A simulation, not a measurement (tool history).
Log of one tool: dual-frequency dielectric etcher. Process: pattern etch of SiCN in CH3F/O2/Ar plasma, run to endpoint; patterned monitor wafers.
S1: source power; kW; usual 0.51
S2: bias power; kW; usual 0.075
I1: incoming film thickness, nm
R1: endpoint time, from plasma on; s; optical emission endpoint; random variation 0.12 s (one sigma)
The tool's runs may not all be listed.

| run | day | S1 | S2 | I1 | R1 |
|---|---|---|---|---|---|
| 1 | 0 | 0.51 | 0.075 | 6.49 | 15.5 |
| 2 | 1.192 | 0.51 | 0.075 | 6.38 | 15 |
| 3 | 2.654 | 0.42 | 0.075 | 6.41 | 15.8 |
| 4 | 3.996 | 0.42 | 0.075 | 6.36 | 15.7 |
| 5 | 4.988 | 0.42 | 0.075 | 6.43 | 15.9 |
| 6 | 5.571 | 0.51 | 0.09 | 6.4 | 14.4 |
| 7 | 6.5 | 0.51 | 0.09 | 6.38 | 14.6 |
| 8 | 7.421 | 0.51 | 0.09 | 6.46 | 14.7 |
| 9 | 7.967 | 0.51 | 0.075 | 6.39 | 15.4 |
| 10 | 9.067 | 0.59 | 0.063 | 6.45 | 15.3 |
|  | 9.425 | bias power generator calibrated |
| 11 | 10.071 | 0.59 | 0.063 | 6.43 | 15.2 |
|  | 11.875 | upper electrode replaced |
| 12 | 11.896 | 0.58 | 0.075 | 6.47 | 14.9 |
| 13 | 12.204 | 0.58 | 0.075 | 6.34 | 14.6 |
| 14 | 13.475 | 0.58 | 0.07 | 6.4 | 14.9 |
|  | 14.067 | source power generator calibrated |
| 15 | 14.121 | 0.47 | 0.091 | 6.4 | 14.7 |
| 16 | 15.283 | 0.47 | 0.064 | 6.45 | 16.1 |
| 17 | 15.979 | 0.63 | 0.056 | 6.38 | 15.5 |
|  | 17.108 | wet clean of the chamber |
| 18 | 17.129 | 0.51 | 0.075 | 6.3 | 14.7 |
| 19 | 17.671 | 0.45 | 0.081 | 6.33 | 15.4 |
| 20 | 18.708 | 0.51 | 0.092 | 6.36 | 14.1 |
| 21 | 19.512 | 0.51 | 0.075 | 6.39 | 15.2 |
| 22 | 20.554 | 0.45 | 0.06 | 6.41 | 16.5 |
| 23 | 23.575 | 0.47 | 0.075 | 6.33 | 15.4 |
| 24 | 24.675 | 0.39 | 0.089 | 6.4 | 15.4 |
| 25 | 26.133 | 0.39 | 0.085 | 6.44 | 15.7 |
| 26 | 26.733 | 0.47 | 0.092 | 6.39 | 14.6 |
| 27 | 27.362 | 0.51 | 0.059 | 6.47 | 16.3 |

3 ways to go on from here, each from the tool as it stands after run 27. What would each give?
| A | 27.379 | 0.51 | 0.087 | 6.39 | ? |
| B | 27.379 | 0.63 | 0.092 | 6.39 | ? |
| C | 27.379 | 0.56 | 0.059 | 6.39 | ? |

| run | R1 |
|---|---|
| A | 14.7 |
| B | 13.7 |
| C | 15.8 |
Without the tool's hidden state the same runs would have given:
| run | R1 |
|---|---|
| A | 14.7 |
| B | 13.7 |
| C | 15.8 |
